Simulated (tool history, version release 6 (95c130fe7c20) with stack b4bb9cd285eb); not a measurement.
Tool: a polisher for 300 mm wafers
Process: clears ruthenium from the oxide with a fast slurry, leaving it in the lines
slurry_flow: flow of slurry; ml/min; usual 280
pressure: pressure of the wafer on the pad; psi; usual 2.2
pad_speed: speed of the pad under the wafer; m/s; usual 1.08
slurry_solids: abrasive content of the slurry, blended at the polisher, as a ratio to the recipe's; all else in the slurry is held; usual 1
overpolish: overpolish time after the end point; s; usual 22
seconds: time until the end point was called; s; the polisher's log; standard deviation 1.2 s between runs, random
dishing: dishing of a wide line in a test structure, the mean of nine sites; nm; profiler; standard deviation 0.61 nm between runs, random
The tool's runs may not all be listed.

run	hour	slurry_flow	pressure	pad_speed	slurry_solids	overpolish	incoming thickness of the incoming film, nm	seconds	dishing
1	0	280	2.2	0.9	1	22	235.8	81.6	42.1
2	37.7	280	2.2	0.9	1	22	238.8	85.3	42.1
# hour 89.6: slurry blender recalibrated
3	140.8	280	2.2	1.08	1	22	240.5	69.2	48.9
4	251.7	280	2.2	1.08	1	22	238.3	67.9	48.3
# hour 310.1: worn pad replaced by a new one
5	355.2	340	2.2	1.08	1	22	243.4	62.4	53.3
# hour 366: head pressure recalibrated
6	415.9	185	2.2	1.08	1	14	237.6	70.3	33.4
# hour 442.7: slurry nozzle cleaned
7	453.1	280	2.2	1.08	1	22	234.7	67.6	48.3
8	526.8	280	2.2	1.08	1	22	244.1	72.7	48.4
9	772.5	280	2.2	1.08	1	22	241	70.2	48.8
10	851.4	280	1.9	1.4	1	11	238.3	65.1	30.8
11	927	280	2.2	1.08	1.15	16	241.1	61.5	40.8
# hour 951: slurry blender recalibrated
12	973.6	370	2.2	1.08	1	12	244.6	68.8	30.9
13	1057.8	215	1.5	1.08	0.8	22	240	120.8	32.3
14	1111	280	2.2	0.86	1	22	244.1	85.3	43.2
# hour 1165: worn pad replaced by a new one
# hour 1191.2: head pressure recalibrated
15	1196.3	325	2.2	0.92	1	28	235.9	79.8	52.6
16	1250.6	280	2.2	1.08	1.2	10	240.2	62.6	28.7
# hour 1307.5: slurry nozzle cleaned
17	1348	280	2.2	1.08	1	22	241.8	72.4	47.6
18	1454.2	365	1.8	1.08	1.1	22	238.9	82.9	43.3
19	1539.4	190	2.8	1.28	1	17	241.5	49	52.5
20	1579.4	230	2.2	1.08	1	29	238.9	69.3	58.7
21	1677.8	210	2.4	0.94	1	22	240	76.5	45.3
22	1714.9	280	2.2	1.08	1	22	238.8	69.9	49.9
# hour 1727.2: slurry blender recalibrated
23	1783	330	3	0.72	1	22	239.7	77.2	46.8
24	1845.8	280	2.2	1.08	1.15	22	239	62.3	52
# hour 1869.9: worn pad replaced by a new one
# hour 1907.8: head pressure recalibrated
25	1925.9	200	1.7	1.08	1	25	238.1	90.9	43.5
26	2002.1	280	2.2	1.08	1.1	27	243	69.1	58.7
27	2105.8	280	2.2	1.08	1	22	240.7	72.9	47.6
28	2205	280	2.2	0.78	1	22	243.2	101.2	36.8
# hour 2246.3: slurry nozzle cleaned
29	2292.1	280	2.2	1.08	1	22	240	70.5	47.6

What if the next run were any one of these 3? Each begins from the tool's condition after run 29:
A	2292.6	280	1.9	1.08	1	22	239.9	?	?
B	2292.6	280	1.5	1.08	1.25	22	239.9	?	?
C	2292.6	280	1.4	1.26	1.3	22	239.9	?	?

run	seconds	dishing
A	82	43.7
B	91.2	40.2
C	82.1	43.6
Without the tool's hidden state the same runs would have given:
run	seconds	dishing
A	78.2	45.3
B	87	41.7
C	78.3	45.2
